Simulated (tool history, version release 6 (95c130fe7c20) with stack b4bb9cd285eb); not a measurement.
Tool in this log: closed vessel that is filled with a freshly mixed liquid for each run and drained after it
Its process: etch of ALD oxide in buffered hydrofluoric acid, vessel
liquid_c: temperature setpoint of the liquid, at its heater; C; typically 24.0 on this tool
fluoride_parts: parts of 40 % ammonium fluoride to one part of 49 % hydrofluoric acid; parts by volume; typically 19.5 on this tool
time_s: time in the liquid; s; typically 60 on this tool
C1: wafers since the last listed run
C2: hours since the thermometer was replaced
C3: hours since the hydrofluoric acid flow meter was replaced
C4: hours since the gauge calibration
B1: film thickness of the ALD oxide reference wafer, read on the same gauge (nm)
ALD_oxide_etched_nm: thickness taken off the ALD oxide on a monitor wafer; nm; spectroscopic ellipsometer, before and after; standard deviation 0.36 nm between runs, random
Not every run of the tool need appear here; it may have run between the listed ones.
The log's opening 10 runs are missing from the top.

run 11 hour=518.0 | liquid_c=24.0 fluoride_parts=19.5 time_s=60 | C1=7760 C2=166.5 C3=457.6 C4=1767.5 | B1=105.50 | ALD_oxide_etched_nm=64.55
run 12 hour=542.2 | liquid_c=24.0 fluoride_parts=19.5 time_s=60 | C1=3591 C2=190.7 C3=481.8 C4=1791.7 | B1=105.47 | ALD_oxide_etched_nm=64.79
run 13 hour=593.5 | liquid_c=24.0 fluoride_parts=19.5 time_s=60 | C1=7612 C2=242.0 C3=533.1 C4=1843.0 | B1=105.47 | ALD_oxide_etched_nm=64.53
run 14 hour=630.0 | liquid_c=24.0 fluoride_parts=19.5 time_s=60 | C1=5416 C2=278.5 C3=569.6 C4=1879.5 | B1=105.43 | ALD_oxide_etched_nm=64.03
run 15 hour=654.5 | liquid_c=24.0 fluoride_parts=19.5 time_s=60 | C1=3635 C2=303.0 C3=594.1 C4=1904.0 | B1=105.43 | ALD_oxide_etched_nm=64.19
run 16 hour=695.3 | liquid_c=25.5 fluoride_parts=19.5 time_s=60 | C1=6054 C2=343.8 C3=634.9 C4=1944.8 | B1=105.40 | ALD_oxide_etched_nm=69.74
run 17 hour=755.7 | liquid_c=25.5 fluoride_parts=19.5 time_s=35 | C1=8962 C2=404.2 C3=695.3 C4=2005.2 | B1=105.39 | ALD_oxide_etched_nm=40.55
run 18 hour=803.0 | liquid_c=24.0 fluoride_parts=19.5 time_s=90 | C1=7018 C2=451.5 C3=742.6 C4=2052.5 | B1=105.36 | ALD_oxide_etched_nm=95.25
run 19 hour=868.4 | liquid_c=28.5 fluoride_parts=19.5 time_s=30 | C1=9704 C2=516.9 C3=808.0 C4=2117.9 | B1=105.33 | ALD_oxide_etched_nm=40.80
run 20 hour=901.9 | liquid_c=28.0 fluoride_parts=15.0 time_s=85 | C1=4971 C2=550.4 C3=841.5 C4=2151.4 | B1=105.31 | ALD_oxide_etched_nm=146.00
-- hour=907.5 gauge calibrated
run 21 hour=965.1 | liquid_c=24.0 fluoride_parts=12.0 time_s=60 | C1=9378 C2=613.6 C3=904.7 C4=57.6 | B1=109.31 | ALD_oxide_etched_nm=106.94
run 22 hour=1007.4 | liquid_c=19.5 fluoride_parts=19.5 time_s=80 | C1=6276 C2=655.9 C3=947.0 C4=99.9 | B1=109.01 | ALD_oxide_etched_nm=69.13
run 23 hour=1043.9 | liquid_c=21.0 fluoride_parts=23.5 time_s=80 | C1=5416 C2=692.4 C3=983.5 C4=136.4 | B1=108.78 | ALD_oxide_etched_nm=65.85
-- hour=1065.4 hydrofluoric acid flow meter replaced
run 24 hour=1099.7 | liquid_c=28.5 fluoride_parts=19.5 time_s=60 | C1=8131 C2=748.2 C3=34.3 C4=192.2 | B1=108.42 | ALD_oxide_etched_nm=84.19
run 25 hour=1145.8 | liquid_c=27.5 fluoride_parts=12.0 time_s=90 | C1=6840 C2=794.3 C3=80.4 C4=238.3 | B1=108.21 | ALD_oxide_etched_nm=190.49
run 26 hour=1179.9 | liquid_c=24.0 fluoride_parts=19.5 time_s=60 | C1=5060 C2=828.4 C3=114.5 C4=272.4 | B1=107.98 | ALD_oxide_etched_nm=64.98
-- hour=1214.0 thermometer replaced
run 27 hour=1232.2 | liquid_c=24.0 fluoride_parts=19.5 time_s=60 | C1=7612 C2=18.2 C3=166.8 C4=324.7 | B1=107.73 | ALD_oxide_etched_nm=65.61
run 28 hour=1264.6 | liquid_c=24.0 fluoride_parts=11.5 time_s=60 | C1=4807 C2=50.6 C3=199.2 C4=357.1 | B1=107.57 | ALD_oxide_etched_nm=109.32
run 29 hour=1323.7 | liquid_c=26.5 fluoride_parts=24.0 time_s=45 | C1=8769 C2=109.7 C3=258.3 C4=416.2 | B1=107.30 | ALD_oxide_etched_nm=47.85
run 30 hour=1380.4 | liquid_c=20.5 fluoride_parts=27.0 time_s=90 | C1=8413 C2=166.4 C3=315.0 C4=472.9 | B1=107.09 | ALD_oxide_etched_nm=64.01
run 31 hour=1434.7 | liquid_c=19.5 fluoride_parts=13.0 time_s=60 | C1=8057 C2=220.7 C3=369.3 C4=527.2 | B1=106.86 | ALD_oxide_etched_nm=75.24
run 32 hour=1502.2 | liquid_c=25.5 fluoride_parts=19.5 time_s=60 | C1=10016 C2=288.2 C3=436.8 C4=594.7 | B1=106.66 | ALD_oxide_etched_nm=70.90
run 33 hour=1554.0 | liquid_c=24.0 fluoride_parts=19.5 time_s=60 | C1=7686 C2=340.0 C3=488.6 C4=646.5 | B1=106.51 | ALD_oxide_etched_nm=64.61
run 34 hour=1578.2 | liquid_c=24.0 fluoride_parts=19.5 time_s=60 | C1=3591 C2=364.2 C3=512.8 C4=670.7 | B1=106.42 | ALD_oxide_etched_nm=64.94
run 35 hour=1715.0 | liquid_c=25.5 fluoride_parts=16.5 time_s=85 | C1=20299 C2=501.0 C3=649.6 C4=807.5 | B1=106.07 | ALD_oxide_etched_nm=117.04

Consider 3 possible next runs. They are alternatives, not a sequence: every one starts from the tool as it was left by run 35. What does each give?
run A hour=1715.7 | liquid_c=24.0 fluoride_parts=19.5 time_s=60 | C1=103 C2=501.7 C3=650.3 C4=808.2 | B1=? | ALD_oxide_etched_nm=?
run B hour=1715.7 | liquid_c=29.0 fluoride_parts=19.5 time_s=60 | C1=103 C2=501.7 C3=650.3 C4=808.2 | B1=? | ALD_oxide_etched_nm=?
run C hour=1715.7 | liquid_c=24.0 fluoride_parts=19.5 time_s=30 | C1=103 C2=501.7 C3=650.3 C4=808.2 | B1=? | ALD_oxide_etched_nm=?

run=A B1=106.06 ALD_oxide_etched_nm=64.68
run=B B1=106.06 ALD_oxide_etched_nm=84.68
run=C B1=106.06 ALD_oxide_etched_nm=32.34
What these runs would have given with no unlogged condition in the tool:
run=A ALD_oxide_etched_nm=67.08
run=B ALD_oxide_etched_nm=87.82
run=C ALD_oxide_etched_nm=33.54
